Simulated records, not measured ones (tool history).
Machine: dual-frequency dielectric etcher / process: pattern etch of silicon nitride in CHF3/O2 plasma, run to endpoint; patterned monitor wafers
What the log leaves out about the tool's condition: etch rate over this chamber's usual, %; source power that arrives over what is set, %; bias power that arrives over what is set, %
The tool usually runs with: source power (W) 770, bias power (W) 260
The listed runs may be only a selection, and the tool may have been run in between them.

run	hour	source power (W)	bias power (W)	wafers since the last listed run	hours since the last wet clean	hours since the last source power generator calibration	hours since the last bias power generator calibration	hours since the last upper electrode change	incoming incoming film thickness, nm	endpoint time (s)
1	0	620	260	0	304.6	4094.2	3547	3403.6	52.2	32
2	34.2	670	280	579	338.8	4128.4	3581.2	3437.8	52.5	30.2
3	55.6	670	280	362	360.2	4149.8	3602.6	3459.2	52.5	30
4	73	670	280	294	377.6	4167.2	3620	3476.6	52.9	30.8
5	106.7	770	289	571	411.3	4200.9	3653.7	3510.3	52.4	27.9
6	119	770	289	208	423.6	4213.2	3666	3522.6	52.6	28.1
7	148.9	630	290	506	453.5	4243.1	3695.9	3552.5	52.5	31.2
# hour 191: wet clean of the chamber
8	191.5	630	290	315	0.5	4285.7	3738.5	3595.1	52.3	30.1
9	206.5	770	260	254	15.5	4300.7	3753.5	3610.1	52.6	28
10	227.5	770	260	355	36.5	4321.7	3774.5	3631.1	52.4	28
# hour 254.8: upper electrode replaced
11	255.3	770	211	64	64.3	4349.5	3802.3	0.5	52.7	29.7
12	270	770	211	249	79	4364.2	3817	15.2	52.9	29.9
13	299	770	211	491	108	4393.2	3846	44.2	52.5	29.7
14	321.4	770	289	379	130.4	4415.6	3868.4	66.6	52.9	27.6
15	347.9	620	260	449	156.9	4442.1	3894.9	93.1	52.7	31.9
16	373.4	770	220	432	182.4	4467.6	3920.4	118.6	53	29.9
17	407	650	260	569	216	4501.2	3954	152.2	52.6	31.3
18	432.3	890	260	428	241.3	4526.5	3979.3	177.5	52.4	26.5
19	448.8	880	260	279	257.8	4543	3995.8	194	51.8	26.5
# hour 454.4: source power generator calibrated
# hour 463.1: bias power generator calibrated
20	474.9	630	304	306	283.9	20.5	11.8	220.1	52.6	30.5
21	490.8	910	260	269	299.8	36.4	27.7	236	52.9	26.7
22	509.4	860	297	315	318.4	55	46.3	254.6	53.2	26.5
23	543.7	770	260	581	352.7	89.3	80.6	288.9	52.6	28.9
24	570.7	940	260	457	379.7	116.3	107.6	315.9	51.9	25.9
25	597.8	940	215	459	406.8	143.4	134.7	343	52.4	27.2
26	618.7	650	298	354	427.7	164.3	155.6	363.9	53	31.2

Results per run with the tool's hidden condition removed, run-to-run variation unchanged:
run	endpoint time (s)
1	31.2
2	29.4
3	29.2
4	29.9
5	27
6	27.2
7	30.1
8	30.1
9	27.9
10	27.9
11	29.5
12	29.6
13	29.3
14	27.2
15	31.4
16	29.3
17	30.6
18	25.9
19	25.8
20	29.6
21	25.9
22	25.7
23	27.9
24	25
25	26.2
26	29.9
